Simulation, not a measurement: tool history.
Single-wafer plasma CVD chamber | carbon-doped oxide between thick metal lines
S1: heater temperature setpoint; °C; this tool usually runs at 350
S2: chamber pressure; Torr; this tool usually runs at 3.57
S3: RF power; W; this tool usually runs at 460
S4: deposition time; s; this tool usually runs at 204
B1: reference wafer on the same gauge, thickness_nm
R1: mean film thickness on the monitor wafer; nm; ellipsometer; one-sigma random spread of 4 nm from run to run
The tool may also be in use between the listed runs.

| run | hour | S1 | S2 | S3 | S4 | B1 | R1 |
|---|---|---|---|---|---|---|---|
| 1 | 0.0 | 350 | 3.75 | 460 | 204 | 740.818 | 811.560 |
| 2 | 85.9 | 350 | 3.75 | 460 | 204 | 740.559 | 815.169 |
| 3 | 130.8 | 350 | 3.57 | 460 | 204 | 741.090 | 817.619 |
| 4 | 183.1 | 350 | 3.57 | 460 | 204 | 740.970 | 808.802 |
| 5 | 239.9 | 350 | 3.10 | 460 | 236 | 740.801 | 926.066 |
| 6 | 331.8 | 350 | 3.10 | 460 | 236 | 741.300 | 928.135 |
| 7 | 409.8 | 350 | 3.10 | 460 | 236 | 740.709 | 928.168 |
| 8 | 457.6 | 350 | 3.57 | 460 | 204 | 741.390 | 814.512 |
|  | 514.3 | capacitance manometer re-zeroed and calibrated |
| 9 | 521.8 | 350 | 3.57 | 460 | 204 | 741.427 | 808.627 |
| 10 | 580.6 | 350 | 3.57 | 460 | 204 | 741.130 | 807.111 |
| 11 | 687.8 | 350 | 3.57 | 460 | 204 | 741.595 | 805.254 |
|  | 719.7 | thermocouple changed; heater temperature recalibrated |
| 12 | 737.7 | 350 | 3.57 | 500 | 193 | 741.212 | 792.621 |
|  | 756.2 | gauge calibrated |
| 13 | 819.7 | 361 | 3.57 | 460 | 204 | 741.320 | 795.870 |
| 14 | 899.9 | 362 | 3.32 | 545 | 177 | 741.539 | 736.107 |
|  | 917.5 | showerhead replaced |
| 15 | 998.3 | 350 | 3.57 | 520 | 204 | 740.737 | 856.649 |
| 16 | 1047.2 | 361 | 3.57 | 460 | 204 | 740.866 | 787.325 |
| 17 | 1145.4 | 350 | 3.57 | 460 | 204 | 741.027 | 814.429 |
|  | 1199.1 | RF generator calibrated |
| 18 | 1248.5 | 350 | 3.57 | 395 | 204 | 740.706 | 745.694 |
| 19 | 1331.5 | 345 | 3.57 | 460 | 204 | 741.707 | 816.859 |
| 20 | 1391.5 | 341 | 3.57 | 460 | 204 | 741.527 | 823.433 |
| 21 | 1429.6 | 350 | 3.57 | 460 | 204 | 740.004 | 812.607 |
| 22 | 1526.9 | 350 | 3.57 | 460 | 204 | 740.995 | 802.693 |
|  | 1608.4 | capacitance manometer re-zeroed and calibrated |
| 23 | 1630.1 | 350 | 3.10 | 460 | 236 | 740.832 | 921.392 |

Here are 3 independent what-if runs from the current tool condition. What would each one return?
| A | 1630.6 | 350 | 3.57 | 460 | 204 | ? | ? |
| B | 1630.6 | 342 | 3.57 | 460 | 172 | ? | ? |
| C | 1630.6 | 350 | 3.57 | 460 | 219 | ? | ? |

| run | B1 | R1 |
|---|---|---|
| A | 741.180 | 814.645 |
| B | 741.180 | 700.307 |
| C | 741.180 | 874.387 |
What these runs would have given with no unlogged condition in the tool:
| run | R1 |
|---|---|
| A | 814.645 |
| B | 700.307 |
| C | 874.387 |
